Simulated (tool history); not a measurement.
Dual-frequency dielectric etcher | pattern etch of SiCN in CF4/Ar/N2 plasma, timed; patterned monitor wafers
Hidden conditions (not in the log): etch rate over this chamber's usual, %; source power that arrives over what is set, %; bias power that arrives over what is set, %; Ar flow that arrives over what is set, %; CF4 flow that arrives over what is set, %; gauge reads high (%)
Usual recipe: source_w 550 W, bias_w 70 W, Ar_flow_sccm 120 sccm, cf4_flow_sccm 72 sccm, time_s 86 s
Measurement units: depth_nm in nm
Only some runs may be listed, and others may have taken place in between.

run	hour	source_w	bias_w	Ar_flow_sccm	cf4_flow_sccm	time_s	wafers since the last listed run	hours since the last wet clean	hours since the last source power generator calibration	hours since the last bias power generator calibration	hours since the last Ar flow controller change	hours since the last CF4 flow controller change	hours since the last upper electrode change	hours since the gauge calibration	read-back reference wafer on the same gauge, depth_nm	depth_nm
1	0	550	70	134	62	86	0	286.8	1726.9	3258.8	2706.7	2507.9	121.7	552.2	73.7	83.1
2	20.7	550	70	120	72	86	217	307.5	1747.6	3279.5	2727.4	2528.6	142.4	572.9	73.7	87.3
# hour 51.8: wet clean of the chamber
3	52.3	550	70	137	72	86	79	0.5	1779.2	3311.1	2759	2560.2	174	604.5	73.6	85.2
# hour 70: source power generator calibrated
4	139	550	70	120	72	86	867	87.2	69	3397.8	2845.7	2646.9	260.7	691.2	73.7	85.3
# hour 153.3: Ar flow controller replaced
# hour 161.5: CF4 flow controller replaced
5	170.9	550	70	120	72	86	208	119.1	100.9	3429.7	17.6	9.4	292.6	723.1	73.7	85.6
6	218.2	630	70	120	81	75.5	496	166.4	148.2	3477	64.9	56.7	339.9	770.4	73.8	81.5
# hour 233.7: gauge calibrated
7	235.6	550	86	120	72	86	182	183.8	165.6	3494.4	82.3	74.1	357.3	1.9	73.7	94.4
8	268.5	550	70	91	72	86	345	216.7	198.5	3527.3	115.2	107	390.2	34.8	73.6	89.8
9	301.7	550	70	120	72	86	348	249.9	231.7	3560.5	148.4	140.2	423.4	68	73.6	86.5
10	323.8	550	70	120	83	86	231	272	253.8	3582.6	170.5	162.3	445.5	90.1	73.6	88.6
# hour 329.7: bias power generator calibrated
11	339.2	550	55	97	72	86	119	287.4	269.2	9.5	185.9	177.7	460.9	105.5	73.7	80.5
12	367.4	460	70	146	72	111	295	315.6	297.4	37.7	214.1	205.9	489.1	133.7	73.8	99.9
13	383.6	550	70	120	72	86	169	331.8	313.6	53.9	230.3	222.1	505.3	149.9	73.7	85.9
# hour 432.6: wet clean of the chamber
14	433.1	490	65	120	67	86	267	0.5	363.1	103.4	279.8	271.6	554.8	199.4	73.8	78.1
15	445.8	550	70	120	72	86	133	13.2	375.8	116.1	292.5	284.3	567.5	212.1	73.7	85.9
16	514.4	610	70	95	87	75.5	719	81.8	444.4	184.7	361.1	352.9	636.1	280.7	73.8	84.1
17	544.4	550	76	120	79	103	314	111.8	474.4	214.7	391.1	382.9	666.1	310.7	73.7	108.9
18	579.2	550	70	120	72	77	365	146.6	509.2	249.5	425.9	417.7	700.9	345.5	73.7	77.4
19	600.7	550	70	120	72	86	225	168.1	530.7	271	447.4	439.2	722.4	367	73.6	87
20	613.8	550	70	142	72	97	137	181.2	543.8	284.1	460.5	452.3	735.5	380.1	73.7	95.2

Run 21, settings as shown, results not yet in. Your forecast:
21	640.2	550	75	120	85	86	276	207.6	570.2	310.5	486.9	478.7	761.9	406.5	?	?

Logged for run 21: read-back reference wafer on the same gauge, depth_nm 73.7, depth_nm 91.1 nm.
Without the tool's hidden state the same run would have given depth_nm 90 nm.
